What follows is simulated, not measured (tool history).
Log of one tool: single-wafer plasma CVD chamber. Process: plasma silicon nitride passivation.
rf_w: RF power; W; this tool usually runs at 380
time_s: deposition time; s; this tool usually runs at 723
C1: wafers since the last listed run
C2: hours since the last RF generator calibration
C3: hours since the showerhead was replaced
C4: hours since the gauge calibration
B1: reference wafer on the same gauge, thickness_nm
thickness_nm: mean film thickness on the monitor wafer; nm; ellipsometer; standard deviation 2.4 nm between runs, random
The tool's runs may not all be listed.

run 1 hour=0 | rf_w=380 time_s=723 | C1=0 C2=820.2 C3=5725.1 C4=159.2 | B1=1220.633 | thickness_nm=1081.812
run 2 hour=69.6 | rf_w=380 time_s=723 | C1=158 C2=889.8 C3=5794.7 C4=228.8 | B1=1220.232 | thickness_nm=1082.099
run 3 hour=97.3 | rf_w=380 time_s=723 | C1=62 C2=917.5 C3=5822.4 C4=256.5 | B1=1220.697 | thickness_nm=1080.907
run 4 hour=140.9 | rf_w=380 time_s=723 | C1=99 C2=961.1 C3=5866 C4=300.1 | B1=1219.899 | thickness_nm=1082.157
-- hour=191.9 RF generator calibrated
run 5 hour=201.7 | rf_w=380 time_s=723 | C1=119 C2=9.8 C3=5926.8 C4=360.9 | B1=1219.854 | thickness_nm=1080.069
run 6 hour=239 | rf_w=380 time_s=723 | C1=84 C2=47.1 C3=5964.1 C4=398.2 | B1=1219.123 | thickness_nm=1082.308
run 7 hour=296.1 | rf_w=380 time_s=723 | C1=129 C2=104.2 C3=6021.2 C4=455.3 | B1=1219.439 | thickness_nm=1077.758
run 8 hour=363.9 | rf_w=380 time_s=795 | C1=154 C2=172 C3=6089 C4=523.1 | B1=1220.293 | thickness_nm=1192.509
run 9 hour=392.9 | rf_w=380 time_s=795 | C1=65 C2=201 C3=6118 C4=552.1 | B1=1220.053 | thickness_nm=1189.191
run 10 hour=463.4 | rf_w=380 time_s=795 | C1=160 C2=271.5 C3=6188.5 C4=622.6 | B1=1220.188 | thickness_nm=1191.166
run 11 hour=505.6 | rf_w=345 time_s=723 | C1=95 C2=313.7 C3=6230.7 C4=664.8 | B1=1220.279 | thickness_nm=1057.908
run 12 hour=534 | rf_w=345 time_s=723 | C1=64 C2=342.1 C3=6259.1 C4=693.2 | B1=1220.896 | thickness_nm=1059.513
run 13 hour=603.3 | rf_w=380 time_s=723 | C1=157 C2=411.4 C3=6328.4 C4=762.5 | B1=1220.303 | thickness_nm=1080.358
run 14 hour=641 | rf_w=380 time_s=723 | C1=85 C2=449.1 C3=6366.1 C4=800.2 | B1=1220.333 | thickness_nm=1079.989
run 15 hour=707 | rf_w=360 time_s=666 | C1=149 C2=515.1 C3=6432.1 C4=866.2 | B1=1220.406 | thickness_nm=983.666
run 16 hour=732.5 | rf_w=360 time_s=666 | C1=57 C2=540.6 C3=6457.6 C4=891.7 | B1=1219.354 | thickness_nm=979.459
run 17 hour=759.9 | rf_w=380 time_s=723 | C1=62 C2=568 C3=6485 C4=919.1 | B1=1220.208 | thickness_nm=1082.625
run 18 hour=806.1 | rf_w=380 time_s=723 | C1=104 C2=614.2 C3=6531.2 C4=965.3 | B1=1219.899 | thickness_nm=1082.86
run 19 hour=851.8 | rf_w=380 time_s=723 | C1=103 C2=659.9 C3=6576.9 C4=1011 | B1=1219.669 | thickness_nm=1083.426
run 20 hour=916.4 | rf_w=380 time_s=723 | C1=146 C2=724.5 C3=6641.5 C4=1075.6 | B1=1220.291 | thickness_nm=1084.537
run 21 hour=949.1 | rf_w=380 time_s=600 | C1=74 C2=757.2 C3=6674.2 C4=1108.3 | B1=1219.503 | thickness_nm=894.839
run 22 hour=990.1 | rf_w=430 time_s=789 | C1=93 C2=798.2 C3=6715.2 C4=1149.3 | B1=1219.92 | thickness_nm=1220.92
run 23 hour=1014.9 | rf_w=355 time_s=834 | C1=56 C2=823 C3=6740 C4=1174.1 | B1=1219.635 | thickness_nm=1229.528
-- hour=1055 showerhead replaced
run 24 hour=1065.8 | rf_w=305 time_s=787 | C1=97 C2=873.9 C3=10.8 C4=1225 | B1=1219.26 | thickness_nm=1117.377
run 25 hour=1094.7 | rf_w=380 time_s=778 | C1=65 C2=902.8 C3=39.7 C4=1253.9 | B1=1220.005 | thickness_nm=1166.6
run 26 hour=1160.9 | rf_w=405 time_s=595 | C1=150 C2=969 C3=105.9 C4=1320.1 | B1=1219.513 | thickness_nm=903.572
run 27 hour=1210.2 | rf_w=415 time_s=816 | C1=112 C2=1018.3 C3=155.2 C4=1369.4 | B1=1219.801 | thickness_nm=1249.448
run 28 hour=1268.1 | rf_w=415 time_s=723 | C1=131 C2=1076.2 C3=213.1 C4=1427.3 | B1=1219.953 | thickness_nm=1109.497
-- hour=1275.3 gauge calibrated
-- hour=1287.1 RF generator calibrated
run 29 hour=1329.1 | rf_w=380 time_s=723 | C1=120 C2=42 C3=274.1 C4=53.8 | B1=1220.307 | thickness_nm=1077.606
run 30 hour=1394.3 | rf_w=325 time_s=678 | C1=148 C2=107.2 C3=339.3 C4=119 | B1=1220.019 | thickness_nm=979.842
run 31 hour=1437.8 | rf_w=380 time_s=723 | C1=98 C2=150.7 C3=382.8 C4=162.5 | B1=1219.325 | thickness_nm=1082.922
run 32 hour=1467.7 | rf_w=380 time_s=723 | C1=67 C2=180.6 C3=412.7 C4=192.4 | B1=1220.047 | thickness_nm=1083.437
run 33 hour=1521.5 | rf_w=435 time_s=723 | C1=122 C2=234.4 C3=466.5 C4=246.2 | B1=1220.283 | thickness_nm=1118.219
run 34 hour=1552.5 | rf_w=445 time_s=637 | C1=70 C2=265.4 C3=497.5 C4=277.2 | B1=1220.232 | thickness_nm=994.415
run 35 hour=1659.8 | rf_w=320 time_s=638 | C1=243 C2=372.7 C3=604.8 C4=384.5 | B1=1219.742 | thickness_nm=911.82
run 36 hour=1686.2 | rf_w=420 time_s=784 | C1=59 C2=399.1 C3=631.2 C4=410.9 | B1=1220.299 | thickness_nm=1205.478
run 37 hour=1739.5 | rf_w=410 time_s=723 | C1=121 C2=452.4 C3=684.5 C4=464.2 | B1=1220.4 | thickness_nm=1105.252
run 38 hour=1806.6 | rf_w=410 time_s=821 | C1=152 C2=519.5 C3=751.6 C4=531.3 | B1=1219.592 | thickness_nm=1254.57
run 39 hour=1868.1 | rf_w=340 time_s=618 | C1=139 C2=581 C3=813.1 C4=592.8 | B1=1219.183 | thickness_nm=901.551
run 40 hour=1934 | rf_w=380 time_s=723 | C1=149 C2=646.9 C3=879 C4=658.7 | B1=1219.79 | thickness_nm=1082.827

Predict each of these 3 candidate next runs independently; none follows another, all start after run 40:
run A hour=1934.6 | rf_w=380 time_s=723 | C1=1 C2=647.5 C3=879.6 C4=659.3 | B1=? | thickness_nm=?
run B hour=1934.6 | rf_w=335 time_s=723 | C1=1 C2=647.5 C3=879.6 C4=659.3 | B1=? | thickness_nm=?
run C hour=1934.6 | rf_w=440 time_s=600 | C1=1 C2=647.5 C3=879.6 C4=659.3 | B1=? | thickness_nm=?

run=A B1=1220.541 thickness_nm=1081.386
run=B B1=1220.541 thickness_nm=1047.82
run=C B1=1220.541 thickness_nm=931.678
Without the tool's hidden state the same runs would have given:
run=A thickness_nm=1081.386
run=B thickness_nm=1047.82
run=C thickness_nm=931.678
